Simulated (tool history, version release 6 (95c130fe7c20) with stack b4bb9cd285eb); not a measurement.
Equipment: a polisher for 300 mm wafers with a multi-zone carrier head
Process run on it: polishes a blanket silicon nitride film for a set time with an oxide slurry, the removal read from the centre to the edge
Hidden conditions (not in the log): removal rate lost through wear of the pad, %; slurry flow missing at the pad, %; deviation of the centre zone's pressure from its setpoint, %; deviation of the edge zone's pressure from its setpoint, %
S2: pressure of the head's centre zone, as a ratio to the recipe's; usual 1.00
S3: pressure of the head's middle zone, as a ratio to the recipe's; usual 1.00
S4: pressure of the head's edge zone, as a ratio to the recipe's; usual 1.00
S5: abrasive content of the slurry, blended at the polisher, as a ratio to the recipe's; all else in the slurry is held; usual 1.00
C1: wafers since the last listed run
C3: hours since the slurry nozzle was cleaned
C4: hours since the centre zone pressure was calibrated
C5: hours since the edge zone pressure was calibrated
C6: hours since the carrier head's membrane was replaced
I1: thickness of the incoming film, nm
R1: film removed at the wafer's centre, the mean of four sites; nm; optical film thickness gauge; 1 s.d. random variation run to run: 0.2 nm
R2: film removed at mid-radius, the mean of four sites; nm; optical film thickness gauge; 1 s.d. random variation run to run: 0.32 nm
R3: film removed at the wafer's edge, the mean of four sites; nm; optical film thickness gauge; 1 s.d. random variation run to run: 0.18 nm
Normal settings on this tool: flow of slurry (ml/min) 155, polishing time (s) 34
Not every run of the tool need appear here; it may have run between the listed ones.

Run 1, hour 0.0: usual settings; C1 0; wafers polished on this pad 245; C3 560.1; C4 514.5; C5 1089.4; C6 1059.2; I1 578.5. Result: R1 20.8 nm, R2 21.2 nm, R3 21.8 nm.
Run 2, hour 15.0: usual settings; C1 234; wafers polished on this pad 479; C3 575.1; C4 529.5; C5 1104.4; C6 1074.2; I1 568.7. Result: R1 20.5 nm, R2 20.9 nm, R3 21.8 nm.
Run 3, hour 32.8: usual settings but S4 1.09; C1 277; wafers polished on this pad 756; C3 592.9; C4 547.3; C5 1122.2; C6 1092.0; I1 565.6. Result: R1 20.8 nm, R2 21.4 nm, R3 22.5 nm.
Run 4, hour 46.7: usual settings; C1 216; wafers polished on this pad 973; C3 606.8; C4 561.2; C5 1136.1; C6 1105.9; I1 571.9. Result: R1 20.5 nm, R2 21.7 nm, R3 21.7 nm.
At hour 59.6: centre zone pressure recalibrated.
Run 5, hour 60.4: usual settings but S3 0.95; C1 182; wafers polished on this pad 1156; C3 620.5; C4 0.8; C5 1149.8; C6 1119.6; I1 576.3. Result: R1 20.7 nm, R2 20.2 nm, R3 21.7 nm.
At hour 68.5: slurry nozzle cleaned.
At hour 69.0: worn pad replaced by a new one.
Run 6, hour 71.5: usual settings; C1 150; wafers polished on this pad 39; C3 3.0; C4 11.9; C5 1160.9; C6 1130.7; I1 572.6. Result: R1 23.6 nm, R2 23.8 nm, R3 23.7 nm.
Run 7, hour 85.0: usual settings; C1 210; wafers polished on this pad 250; C3 16.5; C4 25.4; C5 1174.4; C6 1144.2; I1 577.5. Result: R1 23.5 nm, R2 23.8 nm, R3 23.6 nm.
At hour 91.5: edge zone pressure recalibrated.
Run 8, hour 92.0: usual settings but S2 0.93, S4 0.92, S5 1.25, polishing time (s) 23; C1 78; wafers polished on this pad 328; C3 23.5; C4 32.4; C5 0.5; C6 1151.2; I1 571.6. Result: R1 16.0 nm, R2 17.5 nm, R3 16.6 nm.
Run 9, hour 101.3: usual settings but flow of slurry (ml/min) 125, S4 0.90, S5 1.20, polishing time (s) 24; C1 145; wafers polished on this pad 473; C3 32.8; C4 41.7; C5 9.8; C6 1160.5; I1 569.9. Result: R1 16.6 nm, R2 16.5 nm, R3 16.6 nm.
Run 10, hour 108.3: usual settings but S4 1.09; C1 109; wafers polished on this pad 582; C3 39.8; C4 48.7; C5 16.8; C6 1167.5; I1 578.0. Result: R1 23.3 nm, R2 23.2 nm, R3 24.5 nm.
At hour 114.5: carrier head's membrane replaced by a new one.
Run 11, hour 121.4: usual settings but flow of slurry (ml/min) 180, S2 1.10, S3 0.92, S5 0.75; C1 126; wafers polished on this pad 708; C3 52.9; C4 61.8; C5 29.9; C6 6.9; I1 569.9. Result: R1 23.6 nm, R2 20.6 nm, R3 21.3 nm.
Run 12, hour 129.4: usual settings but S4 0.94, polishing time (s) 41; C1 124; wafers polished on this pad 833; C3 60.9; C4 69.8; C5 37.9; C6 14.9; I1 564.1. Result: R1 28.3 nm, R2 28.3 nm, R3 27.3 nm.
Run 13, hour 144.6: usual settings; C1 237; wafers polished on this pad 1070; C3 76.1; C4 85.0; C5 53.1; C6 30.1; I1 573.3. Result: R1 23.1 nm, R2 23.8 nm, R3 23.3 nm.
Run 14, hour 158.9: usual settings but flow of slurry (ml/min) 125; C1 223; wafers polished on this pad 1293; C3 90.4; C4 99.3; C5 67.4; C6 44.4; I1 566.0. Result: R1 21.8 nm, R2 22.1 nm, R3 22.4 nm.

Alternative continuations, all from the tool just after run 14; predict every row:
Run A, hour 159.3: usual settings; C1 6; wafers polished on this pad 1300; C3 90.8; C4 99.7; C5 67.8; C6 44.8; I1 574.3. Result: R1 ?, R2 ?, R3 ?.
Run B, hour 159.3: usual settings but S3 1.06; C1 6; wafers polished on this pad 1300; C3 90.8; C4 99.7; C5 67.8; C6 44.8; I1 574.3. Result: R1 ?, R2 ?, R3 ?.
Run C, hour 159.3: usual settings but S5 1.30; C1 6; wafers polished on this pad 1300; C3 90.8; C4 99.7; C5 67.8; C6 44.8; I1 574.3. Result: R1 ?, R2 ?, R3 ?.

run    R1    R2    R3
  A  22.5  23.5  23.3
  B  22.5  24.7  23.3
  C  24.6  25.7  25.5
Take away the tool's hidden state, keep each run's random variation, and the runs would have read:
run    R1    R2    R3
  A  23.4  24.2  23.8
  B  23.4  25.5  23.8
  C  25.5  26.5  26.1
